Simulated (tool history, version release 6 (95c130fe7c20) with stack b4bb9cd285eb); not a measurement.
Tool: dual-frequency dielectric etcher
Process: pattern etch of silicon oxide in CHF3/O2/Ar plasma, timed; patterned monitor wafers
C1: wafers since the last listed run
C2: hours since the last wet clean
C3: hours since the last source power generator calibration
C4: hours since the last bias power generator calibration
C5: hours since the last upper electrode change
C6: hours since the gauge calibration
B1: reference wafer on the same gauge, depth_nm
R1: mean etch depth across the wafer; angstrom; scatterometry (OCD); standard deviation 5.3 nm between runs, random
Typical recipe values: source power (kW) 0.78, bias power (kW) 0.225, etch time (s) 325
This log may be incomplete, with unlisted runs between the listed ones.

{"run": 1, "hour": 0.0, "source power (kW)": 0.66, "bias power (kW)": 0.212, "etch time (s)": 325, "C1": 0, "C2": 205.6, "C3": 2187.6, "C4": 2363.4, "C5": 3914.9, "C6": 518.1, "B1": 641.7, "R1": 7142}
{"run": 2, "hour": 20.0, "source power (kW)": 0.78, "bias power (kW)": 0.225, "etch time (s)": 325, "C1": 102, "C2": 225.6, "C3": 2207.6, "C4": 2383.4, "C5": 3934.9, "C6": 538.1, "B1": 640.8, "R1": 7662}
{"hour": 56.9, "done": "source power generator calibrated"}
{"run": 3, "hour": 57.4, "source power (kW)": 0.78, "bias power (kW)": 0.225, "etch time (s)": 325, "C1": 171, "C2": 263, "C3": 0.5, "C4": 2420.8, "C5": 3972.3, "C6": 575.5, "B1": 640, "R1": 7615}
{"hour": 100.5, "done": "upper electrode replaced"}
{"run": 4, "hour": 101.0, "source power (kW)": 0.78, "bias power (kW)": 0.225, "etch time (s)": 325, "C1": 100, "C2": 306.6, "C3": 44.1, "C4": 2464.4, "C5": 0.5, "C6": 619.1, "B1": 638.8, "R1": 7557}
{"hour": 109.1, "done": "bias power generator calibrated"}
{"run": 5, "hour": 109.6, "source power (kW)": 0.78, "bias power (kW)": 0.225, "etch time (s)": 389.5, "C1": 23, "C2": 315.2, "C3": 52.7, "C4": 0.5, "C5": 9.1, "C6": 627.7, "B1": 640, "R1": 9061}
{"run": 6, "hour": 131.5, "source power (kW)": 0.78, "bias power (kW)": 0.225, "etch time (s)": 325, "C1": 112, "C2": 337.1, "C3": 74.6, "C4": 22.4, "C5": 31, "C6": 649.6, "B1": 639.6, "R1": 7654}
{"run": 7, "hour": 158.1, "source power (kW)": 0.78, "bias power (kW)": 0.225, "etch time (s)": 325, "C1": 136, "C2": 363.7, "C3": 101.2, "C4": 49, "C5": 57.6, "C6": 676.2, "B1": 639.6, "R1": 7459}
{"run": 8, "hour": 170.2, "source power (kW)": 0.78, "bias power (kW)": 0.225, "etch time (s)": 325, "C1": 62, "C2": 375.8, "C3": 113.3, "C4": 61.1, "C5": 69.7, "C6": 688.3, "B1": 639.7, "R1": 7583}
{"hour": 209.6, "done": "wet clean of the chamber"}
{"run": 9, "hour": 210.1, "source power (kW)": 0.78, "bias power (kW)": 0.225, "etch time (s)": 325, "C1": 81, "C2": 0.5, "C3": 153.2, "C4": 101, "C5": 109.6, "C6": 728.2, "B1": 639.9, "R1": 7842}
{"run": 10, "hour": 233.4, "source power (kW)": 0.63, "bias power (kW)": 0.186, "etch time (s)": 406, "C1": 119, "C2": 23.8, "C3": 176.5, "C4": 124.3, "C5": 132.9, "C6": 751.5, "B1": 640.7, "R1": 8891}
{"run": 11, "hour": 273.8, "source power (kW)": 0.78, "bias power (kW)": 0.225, "etch time (s)": 325, "C1": 207, "C2": 64.2, "C3": 216.9, "C4": 164.7, "C5": 173.3, "C6": 791.9, "B1": 639.3, "R1": 7804}
{"run": 12, "hour": 291.3, "source power (kW)": 0.89, "bias power (kW)": 0.225, "etch time (s)": 296.5, "C1": 89, "C2": 81.7, "C3": 234.4, "C4": 182.2, "C5": 190.8, "C6": 809.4, "B1": 641.2, "R1": 7449}
{"run": 13, "hour": 316.5, "source power (kW)": 0.78, "bias power (kW)": 0.225, "etch time (s)": 267, "C1": 129, "C2": 106.9, "C3": 259.6, "C4": 207.4, "C5": 216, "C6": 834.6, "B1": 640.2, "R1": 6337}
{"hour": 324.8, "done": "gauge calibrated"}
{"run": 14, "hour": 332.6, "source power (kW)": 0.78, "bias power (kW)": 0.225, "etch time (s)": 325, "C1": 82, "C2": 123, "C3": 275.7, "C4": 223.5, "C5": 232.1, "C6": 7.8, "B1": 638.7, "R1": 7683}
{"run": 15, "hour": 358.8, "source power (kW)": 0.78, "bias power (kW)": 0.225, "etch time (s)": 325, "C1": 134, "C2": 149.2, "C3": 301.9, "C4": 249.7, "C5": 258.3, "C6": 34, "B1": 639.8, "R1": 7748}
{"run": 16, "hour": 377.8, "source power (kW)": 0.95, "bias power (kW)": 0.211, "etch time (s)": 376.5, "C1": 97, "C2": 168.2, "C3": 320.9, "C4": 268.7, "C5": 277.3, "C6": 53, "B1": 639.6, "R1": 9376}
{"run": 17, "hour": 400.6, "source power (kW)": 0.78, "bias power (kW)": 0.225, "etch time (s)": 325, "C1": 117, "C2": 191, "C3": 343.7, "C4": 291.5, "C5": 300.1, "C6": 75.8, "B1": 640.4, "R1": 7614}
{"run": 18, "hour": 417.1, "source power (kW)": 0.78, "bias power (kW)": 0.252, "etch time (s)": 274.5, "C1": 84, "C2": 207.5, "C3": 360.2, "C4": 308, "C5": 316.6, "C6": 92.3, "B1": 640.6, "R1": 6613}
{"run": 19, "hour": 432.9, "source power (kW)": 0.78, "bias power (kW)": 0.225, "etch time (s)": 325, "C1": 81, "C2": 223.3, "C3": 376, "C4": 323.8, "C5": 332.4, "C6": 108.1, "B1": 639.1, "R1": 7626}
{"run": 20, "hour": 462.0, "source power (kW)": 0.97, "bias power (kW)": 0.278, "etch time (s)": 250, "C1": 149, "C2": 252.4, "C3": 405.1, "C4": 352.9, "C5": 361.5, "C6": 137.2, "B1": 639.8, "R1": 6578}
{"run": 21, "hour": 562.5, "source power (kW)": 0.84, "bias power (kW)": 0.267, "etch time (s)": 422, "C1": 516, "C2": 352.9, "C3": 505.6, "C4": 453.4, "C5": 462, "C6": 237.7, "B1": 639.3, "R1": 10375}
{"run": 22, "hour": 581.4, "source power (kW)": 0.78, "bias power (kW)": 0.225, "etch time (s)": 325, "C1": 97, "C2": 371.8, "C3": 524.5, "C4": 472.3, "C5": 480.9, "C6": 256.6, "B1": 639.9, "R1": 7443}
{"run": 23, "hour": 615.4, "source power (kW)": 0.69, "bias power (kW)": 0.225, "etch time (s)": 325, "C1": 174, "C2": 405.8, "C3": 558.5, "C4": 506.3, "C5": 514.9, "C6": 290.6, "B1": 638.4, "R1": 7184}
{"hour": 661.0, "done": "wet clean of the chamber"}
{"run": 24, "hour": 661.5, "source power (kW)": 0.78, "bias power (kW)": 0.225, "etch time (s)": 325, "C1": 113, "C2": 0.5, "C3": 604.6, "C4": 552.4, "C5": 561, "C6": 336.7, "B1": 640.5, "R1": 7792}
{"run": 25, "hour": 681.1, "source power (kW)": 0.61, "bias power (kW)": 0.225, "etch time (s)": 417.5, "C1": 100, "C2": 20.1, "C3": 624.2, "C4": 572, "C5": 580.6, "C6": 356.3, "B1": 639.2, "R1": 9177}
{"run": 26, "hour": 696.0, "source power (kW)": 0.66, "bias power (kW)": 0.225, "etch time (s)": 247, "C1": 76, "C2": 35, "C3": 639.1, "C4": 586.9, "C5": 595.5, "C6": 371.2, "B1": 640.6, "R1": 5626}
{"run": 27, "hour": 719.2, "source power (kW)": 0.67, "bias power (kW)": 0.274, "etch time (s)": 421, "C1": 119, "C2": 58.2, "C3": 662.3, "C4": 610.1, "C5": 618.7, "C6": 394.4, "B1": 640.3, "R1": 10054}
{"run": 28, "hour": 747.8, "source power (kW)": 0.78, "bias power (kW)": 0.225, "etch time (s)": 325, "C1": 146, "C2": 86.8, "C3": 690.9, "C4": 638.7, "C5": 647.3, "C6": 423, "B1": 639, "R1": 7707}
{"run": 29, "hour": 779.0, "source power (kW)": 0.94, "bias power (kW)": 0.225, "etch time (s)": 325, "C1": 160, "C2": 118, "C3": 722.1, "C4": 669.9, "C5": 678.5, "C6": 454.2, "B1": 640.3, "R1": 8215}

Give the tool's hidden conditions for every run:
source power that arrives over what is set, %: 0 in every run
bias power that arrives over what is set, %: 0 in every run
gauge reads high (%): 0 in every run
H1: etch rate over this chamber's usual, %
run=1 H1=-1.4
run=2 H1=-1.65
run=3 H1=-2.12
run=4 H1=-2.66
run=5 H1=-2.77
run=6 H1=-3.04
run=7 H1=-3.38
run=8 H1=-3.53
run=9 H1=0.549
run=10 H1=0.257
run=11 H1=-0.249
run=12 H1=-0.468
run=13 H1=-0.784
run=14 H1=-0.986
run=15 H1=-1.31
run=16 H1=-1.55
run=17 H1=-1.84
run=18 H1=-2.04
run=19 H1=-2.24
run=20 H1=-2.61
run=21 H1=-3.87
run=22 H1=-4.1
run=23 H1=-4.53
run=24 H1=0.467
run=25 H1=0.221
run=26 H1=0.0343
run=27 H1=-0.256
run=28 H1=-0.615
run=29 H1=-1.01
